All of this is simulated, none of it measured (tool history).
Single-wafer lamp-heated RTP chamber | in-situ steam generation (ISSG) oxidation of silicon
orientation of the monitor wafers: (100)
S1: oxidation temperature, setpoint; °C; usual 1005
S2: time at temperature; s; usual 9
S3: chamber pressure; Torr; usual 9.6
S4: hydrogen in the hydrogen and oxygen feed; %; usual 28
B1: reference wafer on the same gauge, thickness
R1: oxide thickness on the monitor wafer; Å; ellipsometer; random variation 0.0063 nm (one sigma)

{"run": 1, "hour": 0.0, "S1": 1014, "S2": 9, "S3": 9.6, "S4": 28, "B1": 4.039, "R1": 43.11}
{"run": 2, "hour": 23.2, "S1": 1014, "S2": 9, "S3": 9.6, "S4": 28, "B1": 4.04, "R1": 43.15}
{"run": 3, "hour": 55.2, "S1": 1005, "S2": 7, "S3": 9.6, "S4": 28, "B1": 4.039, "R1": 37.77}
{"run": 4, "hour": 83.4, "S1": 1005, "S2": 7, "S3": 9.6, "S4": 28, "B1": 4.04, "R1": 37.81}
{"run": 5, "hour": 113.7, "S1": 1005, "S2": 7, "S3": 9.6, "S4": 28, "B1": 4.04, "R1": 37.88}
{"run": 6, "hour": 143.0, "S1": 1005, "S2": 9, "S3": 9.6, "S4": 28, "B1": 4.04, "R1": 42.0}
{"run": 7, "hour": 238.7, "S1": 1005, "S2": 9, "S3": 9.6, "S4": 28, "B1": 4.041, "R1": 41.88}
{"run": 8, "hour": 260.3, "S1": 1005, "S2": 9, "S3": 9.6, "S4": 28, "B1": 4.039, "R1": 41.97}
{"run": 9, "hour": 294.1, "S1": 1005, "S2": 9, "S3": 9.6, "S4": 28, "B1": 4.041, "R1": 41.94}
{"run": 10, "hour": 310.7, "S1": 1005, "S2": 9, "S3": 9.6, "S4": 28, "B1": 4.042, "R1": 42.08}
{"run": 11, "hour": 325.1, "S1": 1005, "S2": 9, "S3": 9.6, "S4": 28, "B1": 4.04, "R1": 42.06}
{"run": 12, "hour": 338.8, "S1": 1005, "S2": 9, "S3": 9.6, "S4": 28, "B1": 4.04, "R1": 42.22}
{"run": 13, "hour": 357.8, "S1": 1005, "S2": 10, "S3": 9.6, "S4": 28, "B1": 4.039, "R1": 44.12}
{"run": 14, "hour": 390.3, "S1": 1005, "S2": 9, "S3": 9.6, "S4": 28, "B1": 4.04, "R1": 42.24}
{"run": 15, "hour": 421.8, "S1": 1024, "S2": 6, "S3": 10.2, "S4": 23, "B1": 4.039, "R1": 35.43}
{"run": 16, "hour": 435.4, "S1": 1005, "S2": 9, "S3": 9.6, "S4": 28, "B1": 4.039, "R1": 42.21}
{"run": 17, "hour": 467.5, "S1": 1005, "S2": 9, "S3": 9.6, "S4": 28, "B1": 4.039, "R1": 41.78}
{"run": 18, "hour": 483.1, "S1": 1005, "S2": 9, "S3": 10.2, "S4": 28, "B1": 4.041, "R1": 41.2}
{"run": 19, "hour": 507.6, "S1": 1005, "S2": 9, "S3": 9.6, "S4": 28, "B1": 4.04, "R1": 41.85}
{"run": 20, "hour": 543.0, "S1": 1005, "S2": 9, "S3": 9.6, "S4": 19, "B1": 4.04, "R1": 38.04}
{"run": 21, "hour": 557.8, "S1": 1021, "S2": 13, "S3": 9.6, "S4": 31, "B1": 4.04, "R1": 53.5}
{"run": 22, "hour": 588.0, "S1": 1005, "S2": 9, "S3": 9.6, "S4": 28, "B1": 4.04, "R1": 42.11}
{"run": 23, "hour": 603.1, "S1": 1005, "S2": 9, "S3": 9.6, "S4": 22, "B1": 4.041, "R1": 39.66}
{"run": 24, "hour": 619.1, "S1": 999, "S2": 13, "S3": 8.1, "S4": 28, "B1": 4.041, "R1": 49.28}
{"run": 25, "hour": 652.5, "S1": 1000, "S2": 7, "S3": 9.6, "S4": 18, "B1": 4.039, "R1": 33.37}
{"run": 26, "hour": 673.5, "S1": 1005, "S2": 9, "S3": 9.6, "S4": 28, "B1": 4.038, "R1": 42.08}
{"run": 27, "hour": 699.7, "S1": 1019, "S2": 9, "S3": 10.2, "S4": 32, "B1": 4.04, "R1": 45.14}
{"run": 28, "hour": 725.9, "S1": 1005, "S2": 9, "S3": 9.6, "S4": 28, "B1": 4.041, "R1": 42.29}
{"run": 29, "hour": 756.9, "S1": 1005, "S2": 12, "S3": 9.6, "S4": 32, "B1": 4.04, "R1": 48.67}
{"run": 30, "hour": 792.0, "S1": 1021, "S2": 12, "S3": 9.6, "S4": 32, "B1": 4.04, "R1": 51.99}
{"run": 31, "hour": 815.4, "S1": 1005, "S2": 9, "S3": 10.2, "S4": 32, "B1": 4.041, "R1": 42.77}

Taken out of this log: 7 entries between the listed runs. Where each belongs, and how the hidden state differs across it:
Between runs 3 and 4: gauge calibrated (hour 60.4)
  true wafer temperature minus pyrometer reading, K: 1.12 -> 1.55
  measured less the result without the state, R1: +0.12 -> +0.17 Å
Between runs 6 and 7: pyrometer window cleaned and pyrometer calibrated (hour 193.9); hydrogen flow controller replaced (hour 222.7)
  true wafer temperature minus pyrometer reading, K: 2.45 -> 1.25
  measured less the result without the state, R1: +0.33 -> +0.17 Å
Between runs 9 and 10: pressure gauge zeroed (hour 310.2)
  true wafer temperature minus pyrometer reading, K: 2.09 -> 2.34
  measured less the result without the state, R1: +0.28 -> +0.31 Å
Between runs 16 and 17: pyrometer window cleaned and pyrometer calibrated (hour 467.0)
  true wafer temperature minus pyrometer reading, K: 4.22 -> 0.305
  measured less the result without the state, R1: +0.57 -> +0.04 Å
Between runs 18 and 19: gauge calibrated (hour 506.0)
  true wafer temperature minus pyrometer reading, K: 0.541 -> 0.911
  measured less the result without the state, R1: +0.08 -> +0.12 Å
Between runs 28 and 29: pyrometer window cleaned and pyrometer calibrated (hour 746.6)
  true wafer temperature minus pyrometer reading, K: 4.21 -> 0.544
  measured less the result without the state, R1: +0.57 -> +0.09 Å
